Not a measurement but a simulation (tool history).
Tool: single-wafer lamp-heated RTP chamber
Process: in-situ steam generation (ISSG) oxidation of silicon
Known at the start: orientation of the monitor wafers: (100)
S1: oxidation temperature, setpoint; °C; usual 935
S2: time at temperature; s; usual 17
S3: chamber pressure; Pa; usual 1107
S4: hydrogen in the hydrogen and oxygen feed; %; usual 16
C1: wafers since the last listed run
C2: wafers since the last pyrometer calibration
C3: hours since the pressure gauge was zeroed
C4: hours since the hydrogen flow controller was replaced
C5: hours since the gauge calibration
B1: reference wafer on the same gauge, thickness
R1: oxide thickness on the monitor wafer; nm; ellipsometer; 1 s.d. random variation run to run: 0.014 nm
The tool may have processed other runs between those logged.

{"run": 1, "hour": 0.0, "S1": 935, "S2": 17, "S3": 1107, "S4": 16, "C1": 0, "C2": 2921, "C3": 1600.9, "C4": 3617.5, "C5": 658.7, "B1": 3.672, "R1": 4.073}
{"hour": 25.5, "done": "pyrometer window cleaned and pyrometer calibrated"}
{"run": 2, "hour": 106.5, "S1": 935, "S2": 17, "S3": 1107, "S4": 16, "C1": 859, "C2": 707, "C3": 1707.4, "C4": 3724.0, "C5": 765.2, "B1": 3.67, "R1": 3.972}
{"run": 3, "hour": 187.6, "S1": 935, "S2": 17, "S3": 1107, "S4": 16, "C1": 707, "C2": 1415, "C3": 1788.5, "C4": 3805.1, "C5": 846.3, "B1": 3.669, "R1": 4.018}
{"run": 4, "hour": 236.7, "S1": 947, "S2": 17, "S3": 1107, "S4": 24, "C1": 428, "C2": 1843, "C3": 1837.6, "C4": 3854.2, "C5": 895.4, "B1": 3.675, "R1": 4.563}
{"run": 5, "hour": 315.6, "S1": 947, "S2": 17, "S3": 1107, "S4": 24, "C1": 688, "C2": 2532, "C3": 1916.5, "C4": 3933.1, "C5": 974.3, "B1": 3.672, "R1": 4.601}
{"hour": 361.2, "done": "pyrometer window cleaned and pyrometer calibrated"}
{"run": 6, "hour": 391.1, "S1": 941, "S2": 17, "S3": 1107, "S4": 16, "C1": 589, "C2": 261, "C3": 1992.0, "C4": 4008.6, "C5": 1049.8, "B1": 3.665, "R1": 4.039}
{"run": 7, "hour": 447.7, "S1": 935, "S2": 17, "S3": 1160, "S4": 16, "C1": 494, "C2": 755, "C3": 2048.6, "C4": 4065.2, "C5": 1106.4, "B1": 3.669, "R1": 3.988}
{"run": 8, "hour": 542.3, "S1": 935, "S2": 17, "S3": 1107, "S4": 16, "C1": 825, "C2": 1581, "C3": 2143.2, "C4": 4159.8, "C5": 1201.0, "B1": 3.665, "R1": 4.016}
{"hour": 570.8, "done": "gauge calibrated"}
{"run": 9, "hour": 621.6, "S1": 935, "S2": 17, "S3": 1107, "S4": 16, "C1": 692, "C2": 2273, "C3": 2222.5, "C4": 4239.1, "C5": 50.8, "B1": 3.671, "R1": 4.062}
{"hour": 664.2, "done": "pyrometer window cleaned and pyrometer calibrated"}
{"run": 10, "hour": 665.1, "S1": 935, "S2": 17, "S3": 1107, "S4": 16, "C1": 309, "C2": 7, "C3": 2266.0, "C4": 4282.6, "C5": 94.3, "B1": 3.673, "R1": 3.986}
{"run": 11, "hour": 751.6, "S1": 935, "S2": 17, "S3": 1040, "S4": 16, "C1": 755, "C2": 762, "C3": 2352.5, "C4": 4369.1, "C5": 180.8, "B1": 3.674, "R1": 4.001}
{"run": 12, "hour": 858.7, "S1": 952, "S2": 23, "S3": 987, "S4": 16, "C1": 934, "C2": 1697, "C3": 2459.6, "C4": 4476.2, "C5": 287.9, "B1": 3.676, "R1": 4.804}
{"run": 13, "hour": 917.2, "S1": 935, "S2": 17, "S3": 1107, "S4": 16, "C1": 510, "C2": 2208, "C3": 2518.1, "C4": 4534.7, "C5": 346.4, "B1": 3.669, "R1": 4.051}
{"hour": 926.9, "done": "hydrogen flow controller replaced"}
{"hour": 1005.4, "done": "pyrometer window cleaned and pyrometer calibrated"}
{"run": 14, "hour": 1005.9, "S1": 917, "S2": 21, "S3": 1107, "S4": 21, "C1": 634, "C2": 4, "C3": 2606.8, "C4": 79.0, "C5": 435.1, "B1": 3.671, "R1": 4.398}
{"hour": 1061.5, "done": "pressure gauge zeroed"}
{"run": 15, "hour": 1063.1, "S1": 935, "S2": 12, "S3": 1107, "S4": 16, "C1": 429, "C2": 433, "C3": 1.6, "C4": 136.2, "C5": 492.3, "B1": 3.671, "R1": 3.482}
{"run": 16, "hour": 1146.5, "S1": 935, "S2": 17, "S3": 1107, "S4": 16, "C1": 728, "C2": 1161, "C3": 85.0, "C4": 219.6, "C5": 575.7, "B1": 3.669, "R1": 3.99}
{"run": 17, "hour": 1228.7, "S1": 935, "S2": 17, "S3": 1173, "S4": 16, "C1": 717, "C2": 1879, "C3": 167.2, "C4": 301.8, "C5": 657.9, "B1": 3.672, "R1": 4.032}
{"hour": 1306.3, "done": "pyrometer window cleaned and pyrometer calibrated"}
{"run": 18, "hour": 1413.2, "S1": 953, "S2": 17, "S3": 1107, "S4": 16, "C1": 1540, "C2": 933, "C3": 351.7, "C4": 486.3, "C5": 842.4, "B1": 3.67, "R1": 4.204}
{"run": 19, "hour": 1500.9, "S1": 921, "S2": 11, "S3": 1107, "S4": 20, "C1": 765, "C2": 1698, "C3": 439.4, "C4": 574.0, "C5": 930.1, "B1": 3.672, "R1": 3.484}
{"run": 20, "hour": 1582.6, "S1": 935, "S2": 21, "S3": 1107, "S4": 16, "C1": 713, "C2": 2411, "C3": 521.1, "C4": 655.7, "C5": 1011.8, "B1": 3.664, "R1": 4.407}

Forecast each of these 4 alternatives for the next run:
{"run": "A", "hour": 1583.0, "S1": 935, "S2": 17, "S3": 1107, "S4": 16, "C1": 3, "C2": 2415, "C3": 521.5, "C4": 656.1, "C5": 1012.2, "B1": "?", "R1": "?"}
{"run": "B", "hour": 1583.0, "S1": 935, "S2": 14, "S3": 1013, "S4": 11, "C1": 3, "C2": 2415, "C3": 521.5, "C4": 656.1, "C5": 1012.2, "B1": "?", "R1": "?"}
{"run": "C", "hour": 1583.0, "S1": 935, "S2": 19, "S3": 920, "S4": 16, "C1": 3, "C2": 2415, "C3": 521.5, "C4": 656.1, "C5": 1012.2, "B1": "?", "R1": "?"}
{"run": "D", "hour": 1583.0, "S1": 935, "S2": 17, "S3": 1107, "S4": 12, "C1": 3, "C2": 2415, "C3": 521.5, "C4": 656.1, "C5": 1012.2, "B1": "?", "R1": "?"}

run=A B1=3.667 R1=4.073
run=B B1=3.667 R1=3.472
run=C B1=3.667 R1=4.229
run=D B1=3.667 R1=3.829
Had the tool no hidden state, the same runs would have come out as:
run=A R1=3.987
run=B R1=3.405
run=C R1=4.135
run=D R1=3.749

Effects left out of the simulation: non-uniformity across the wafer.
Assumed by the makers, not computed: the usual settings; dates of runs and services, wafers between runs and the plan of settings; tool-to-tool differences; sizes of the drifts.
